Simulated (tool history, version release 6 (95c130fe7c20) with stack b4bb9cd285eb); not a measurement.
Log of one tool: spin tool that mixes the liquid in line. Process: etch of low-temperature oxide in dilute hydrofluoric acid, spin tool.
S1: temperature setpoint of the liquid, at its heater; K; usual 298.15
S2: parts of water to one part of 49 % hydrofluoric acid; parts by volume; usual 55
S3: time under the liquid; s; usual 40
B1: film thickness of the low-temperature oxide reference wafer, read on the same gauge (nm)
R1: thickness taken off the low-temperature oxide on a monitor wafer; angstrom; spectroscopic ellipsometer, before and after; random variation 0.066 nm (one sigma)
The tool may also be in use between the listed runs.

| run | hour | S1 | S2 | S3 | B1 | R1 |
|---|---|---|---|---|---|---|
| 1 | 0 | 298.15 | 55 | 40 | 129.99 | 141.9 |
| 2 | 18 | 298.15 | 70 | 40 | 130.01 | 109 |
| 3 | 33.3 | 298.15 | 55 | 40 | 130.01 | 140 |
| 4 | 65.9 | 298.15 | 55 | 40 | 129.99 | 140.7 |
| 5 | 85.5 | 298.15 | 55 | 40 | 129.99 | 141.1 |
| 6 | 117.9 | 298.15 | 55 | 40 | 129.99 | 141 |
| 7 | 137.8 | 300.65 | 55 | 40 | 130.01 | 156.7 |
|  | 147.3 | gauge calibrated |
|  | 165 | thermometer replaced |
| 8 | 170.2 | 296.15 | 35 | 55 | 130.02 | 320.4 |
|  | 177 | hydrofluoric acid flow meter replaced |
| 9 | 193.8 | 301.65 | 85 | 25 | 129.94 | 69.3 |
| 10 | 221.4 | 295.15 | 55 | 40 | 130 | 138.2 |
| 11 | 249.3 | 298.15 | 55 | 40 | 130.01 | 155.9 |
| 12 | 267.8 | 300.65 | 70 | 40 | 130.04 | 133.4 |
| 13 | 289.7 | 299.65 | 55 | 30 | 129.98 | 123.5 |
| 14 | 304.4 | 294.65 | 35 | 60 | 130.04 | 324.3 |
| 15 | 337.6 | 298.15 | 55 | 40 | 130.05 | 156 |

Forecast each of these 5 alternatives for the next run:
| A | 338 | 298.15 | 55 | 40 | ? | ? |
| B | 338 | 296.65 | 35 | 40 | ? | ? |
| C | 338 | 294.15 | 35 | 40 | ? | ? |
| D | 338 | 300.15 | 70 | 20 | ? | ? |
| E | 338 | 298.15 | 55 | 30 | ? | ? |

| run | B1 | R1 |
|---|---|---|
| A | 130.03 | 155 |
| B | 130.03 | 235.1 |
| C | 130.03 | 211.5 |
| D | 130.03 | 64.7 |
| E | 130.03 | 116.2 |
Without the tool's hidden state the same runs would have given:
| run | R1 |
|---|---|
| A | 157.4 |
| B | 238.8 |
| C | 214.9 |
| D | 65.6 |
| E | 118.1 |
